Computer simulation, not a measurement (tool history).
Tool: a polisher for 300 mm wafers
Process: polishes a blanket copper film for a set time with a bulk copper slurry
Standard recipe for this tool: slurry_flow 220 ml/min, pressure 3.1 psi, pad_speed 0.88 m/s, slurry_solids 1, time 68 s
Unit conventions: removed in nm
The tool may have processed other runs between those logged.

run,hour,slurry_flow,pressure,pad_speed,slurry_solids,time,"incoming thickness of the incoming film, nm",removed
1,0,220,2.7,0.88,1,61,2890,400.5
# hour 44.8: slurry blender recalibrated
# hour 49.4: worn pad replaced by a new one
2,97.7,220,3.1,0.88,1,68,2920,505.1
# hour 119.2: slurry nozzle cleaned
3,183.8,220,3.1,0.88,1.2,68,2941.4,539.8
4,270.3,220,3.1,0.88,1.2,68,2885.2,541.5
5,353.1,220,3.1,0.88,1,68,2904.6,529.7
# hour 357.3: slurry blender recalibrated
# hour 391.7: worn pad replaced by a new one
6,447.6,220,3.1,0.88,1,68,2931.6,524.4
7,523.8,220,3.1,0.88,1,81,2912.4,617
8,581.9,220,3.1,0.88,1,81,2859.1,625.4
# hour 611.4: head pressure recalibrated
9,618.6,220,3.1,0.88,1,81,2957.7,608.5
# hour 639: slurry blender recalibrated
# hour 678.9: worn pad replaced by a new one
10,710.9,220,3.1,0.88,1,81,2924.5,620.8
# hour 724.8: slurry nozzle cleaned
11,766,195,3.1,0.88,0.75,68,2954.8,496.1
12,853.3,220,3.1,0.88,1,68,2934.6,513.9
# hour 908.1: slurry blender recalibrated
# hour 948.3: worn pad replaced by a new one, of another model than before
13,958.5,220,3.9,0.88,1.2,68,2899.3,642.7
# hour 1167: slurry blender recalibrated
# hour 1210.5: worn pad replaced by a new one
14,1211,220,2.2,0.88,1,51,2940.4,318.7
15,1279.9,220,3.1,0.88,0.75,57,2935.9,420.3
16,1331,285,3.1,0.88,1,68,2891.1,520.5
# hour 1398: slurry nozzle cleaned
17,1398.5,290,3.1,0.88,1.15,68,2955.5,549.2
18,1463.3,220,3.1,1.12,1,68,2916.6,619.8
# hour 1470.2: slurry blender recalibrated
# hour 1486.1: worn pad replaced by a new one
19,1518.5,220,2.4,1,0.85,68,2960.1,480.7

Below, each run's measurement less what the same run would have read without the hidden state. Both values contain the same run-to-run variation, but the gauge's scatter may not be the same in both:
Hidden state at play: removal rate lost through wear of the pad, %; slurry flow missing at the pad, %; deviation of the head's pressure from its setpoint, %; abrasive missing from the slurry, %.
run,removed
1,-14.7
2,-26.6
3,-0.6
4,-1.3
5,-2.3
6,-4.1
7,-7.3
8,-9.8
9,-11.2
10,-16.7
11,-2.4
12,-2.9
13,-2.7
14,-3.3
15,-5.6
16,-7.5
17,-1.5
18,-1.8
19,-1.6

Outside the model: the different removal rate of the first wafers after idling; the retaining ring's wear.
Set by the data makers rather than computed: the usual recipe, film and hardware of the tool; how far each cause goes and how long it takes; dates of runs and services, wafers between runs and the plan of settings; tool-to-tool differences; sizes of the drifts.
